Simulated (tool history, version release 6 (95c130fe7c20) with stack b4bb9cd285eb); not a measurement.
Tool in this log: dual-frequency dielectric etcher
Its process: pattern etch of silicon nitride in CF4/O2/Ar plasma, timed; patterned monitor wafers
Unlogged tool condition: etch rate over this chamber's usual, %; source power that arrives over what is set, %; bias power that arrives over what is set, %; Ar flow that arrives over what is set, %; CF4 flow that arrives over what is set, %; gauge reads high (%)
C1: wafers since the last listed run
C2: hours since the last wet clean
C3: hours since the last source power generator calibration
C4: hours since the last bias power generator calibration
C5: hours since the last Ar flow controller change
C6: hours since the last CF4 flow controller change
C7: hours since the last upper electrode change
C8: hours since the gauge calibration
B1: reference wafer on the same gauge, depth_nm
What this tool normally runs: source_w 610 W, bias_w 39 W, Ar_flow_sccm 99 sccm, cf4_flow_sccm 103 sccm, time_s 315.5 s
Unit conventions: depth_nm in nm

Run 1, day 0: usual settings but source_w 510 W, Ar_flow_sccm 117 sccm, cf4_flow_sccm 117 sccm; C1 0; C2 320.2; C3 3319.8; C4 223.1; C5 67.2; C6 249.4; C7 131.3; C8 290.6; B1 708. Result: depth_nm 567 nm.
Run 2, day 0.508: usual settings but bias_w 36 W; C1 79; C2 332.4; C3 3332; C4 235.3; C5 79.4; C6 261.6; C7 143.5; C8 302.8; B1 707.1. Result: depth_nm 597.6 nm.
Run 3, day 1.358: usual settings but bias_w 46 W; C1 133; C2 352.8; C3 3352.4; C4 255.7; C5 99.8; C6 282; C7 163.9; C8 323.2; B1 706.9. Result: depth_nm 675 nm.
Run 4, day 2.317: usual settings but source_w 500 W, bias_w 47 W, Ar_flow_sccm 110 sccm, time_s 364.5 s; C1 150; C2 375.8; C3 3375.4; C4 278.7; C5 122.8; C6 305; C7 186.9; C8 346.2; B1 706.7. Result: depth_nm 714.7 nm.
Run 5, day 2.975: usual settings but Ar_flow_sccm 109 sccm, cf4_flow_sccm 117 sccm; C1 103; C2 391.6; C3 3391.2; C4 294.5; C5 138.6; C6 320.8; C7 202.7; C8 362; B1 707.1. Result: depth_nm 617.5 nm.
Run 6, day 4.046: usual settings but source_w 560 W, time_s 375.5 s; C1 168; C2 417.3; C3 3416.9; C4 320.2; C5 164.3; C6 346.5; C7 228.4; C8 387.7; B1 705.9. Result: depth_nm 706.8 nm.
At day 8.267: wet clean of the chamber.
Run 7, day 8.288: usual settings but source_w 720 W; C1 509; C2 0.5; C3 3518.7; C4 422; C5 266.1; C6 448.3; C7 330.2; C8 489.5; B1 706.4. Result: depth_nm 670.5 nm.
Run 8, day 8.608: usual settings but cf4_flow_sccm 116 sccm; C1 50; C2 8.2; C3 3526.4; C4 429.7; C5 273.8; C6 456; C7 337.9; C8 497.2; B1 704.8. Result: depth_nm 624.9 nm.
At day 8.8: source power generator calibrated.
Run 9, day 9.779: usual settings; C1 157; C2 36.3; C3 23.5; C4 457.8; C5 301.9; C6 484.1; C7 366; C8 525.3; B1 703.7. Result: depth_nm 619.1 nm.
Run 10, day 10.438: usual settings but cf4_flow_sccm 89 sccm, time_s 359.5 s; C1 103; C2 52.1; C3 39.3; C4 473.6; C5 317.7; C6 499.9; C7 381.8; C8 541.1; B1 704.3. Result: depth_nm 689.9 nm.
Run 11, day 11.642: usual settings; C1 189; C2 81; C3 68.2; C4 502.5; C5 346.6; C6 528.8; C7 410.7; C8 570; B1 703.1. Result: depth_nm 613.9 nm.
Run 12, day 12.475: usual settings but Ar_flow_sccm 112 sccm, cf4_flow_sccm 117 sccm, time_s 277.5 s; C1 130; C2 101; C3 88.2; C4 522.5; C5 366.6; C6 548.8; C7 430.7; C8 590; B1 701.5. Result: depth_nm 540.6 nm.
Run 13, day 15.888: usual settings but bias_w 45 W; C1 536; C2 182.9; C3 170.1; C4 604.4; C5 448.5; C6 630.7; C7 512.6; C8 671.9; B1 700.7. Result: depth_nm 663.7 nm.
Run 14, day 16.529: usual settings but source_w 480 W; C1 100; C2 198.3; C3 185.5; C4 619.8; C5 463.9; C6 646.1; C7 528; C8 687.3; B1 699.9. Result: depth_nm 554 nm.
Run 15, day 17.333: usual settings but time_s 246 s; C1 126; C2 217.6; C3 204.8; C4 639.1; C5 483.2; C6 665.4; C7 547.3; C8 706.6; B1 700.6. Result: depth_nm 479.4 nm.
Run 16, day 18.779: usual settings but Ar_flow_sccm 80 sccm, cf4_flow_sccm 81 sccm; C1 227; C2 252.3; C3 239.5; C4 673.8; C5 517.9; C6 700.1; C7 582; C8 741.3; B1 698.9. Result: depth_nm 617.6 nm.
Run 17, day 19.617: usual settings; C1 131; C2 272.4; C3 259.6; C4 693.9; C5 538; C6 720.2; C7 602.1; C8 761.4; B1 699.1. Result: depth_nm 612.4 nm.
Run 18, day 20.954: usual settings but source_w 740 W, bias_w 42 W, cf4_flow_sccm 80 sccm; C1 210; C2 304.5; C3 291.7; C4 726; C5 570.1; C6 752.3; C7 634.2; C8 793.5; B1 698.8. Result: depth_nm 682.2 nm.
Run 19, day 21.492: usual settings but source_w 530 W, cf4_flow_sccm 113 sccm; C1 84; C2 317.4; C3 304.6; C4 738.9; C5 583; C6 765.2; C7 647.1; C8 806.4; B1 698.2. Result: depth_nm 580.4 nm.
Run 20, day 22.546: usual settings but source_w 560 W; C1 165; C2 342.7; C3 329.9; C4 764.2; C5 608.3; C6 790.5; C7 672.4; C8 831.7; B1 696.3. Result: depth_nm 588.5 nm.
Run 21, day 23.05: usual settings but source_w 660 W, bias_w 32 W; C1 79; C2 354.8; C3 342; C4 776.3; C5 620.4; C6 802.6; C7 684.5; C8 843.8; B1 697.9. Result: depth_nm 565.2 nm.
Run 22, day 24.271: usual settings but source_w 690 W, bias_w 35 W; C1 191; C2 384.1; C3 371.3; C4 805.6; C5 649.7; C6 831.9; C7 713.8; C8 873.1; B1 695.6. Result: depth_nm 608.6 nm.

Consider 3 possible next runs. They are alternatives, not a sequence: every one starts from the tool as it was left by run 22. What does each give?
Run A, day 24.292: usual settings but source_w 750 W; C1 3; C2 384.6; C3 371.8; C4 806.1; C5 650.2; C6 832.4; C7 714.3; C8 873.6; B1 ?. Result: depth_nm ?.
Run B, day 24.292: usual settings but Ar_flow_sccm 89 sccm; C1 3; C2 384.6; C3 371.8; C4 806.1; C5 650.2; C6 832.4; C7 714.3; C8 873.6; B1 ?. Result: depth_nm ?.
Run C, day 24.292: usual settings but source_w 730 W, bias_w 49 W, Ar_flow_sccm 79 sccm; C1 3; C2 384.6; C3 371.8; C4 806.1; C5 650.2; C6 832.4; C7 714.3; C8 873.6; B1 ?. Result: depth_nm ?.

run     B1  depth_nm
  A  695.5     674.1
  B  695.5     619.2
  C  695.5     773.4
Had the tool no hidden state, the same runs would have come out as:
run  depth_nm
  A     685.2
  B     629.3
  C       786

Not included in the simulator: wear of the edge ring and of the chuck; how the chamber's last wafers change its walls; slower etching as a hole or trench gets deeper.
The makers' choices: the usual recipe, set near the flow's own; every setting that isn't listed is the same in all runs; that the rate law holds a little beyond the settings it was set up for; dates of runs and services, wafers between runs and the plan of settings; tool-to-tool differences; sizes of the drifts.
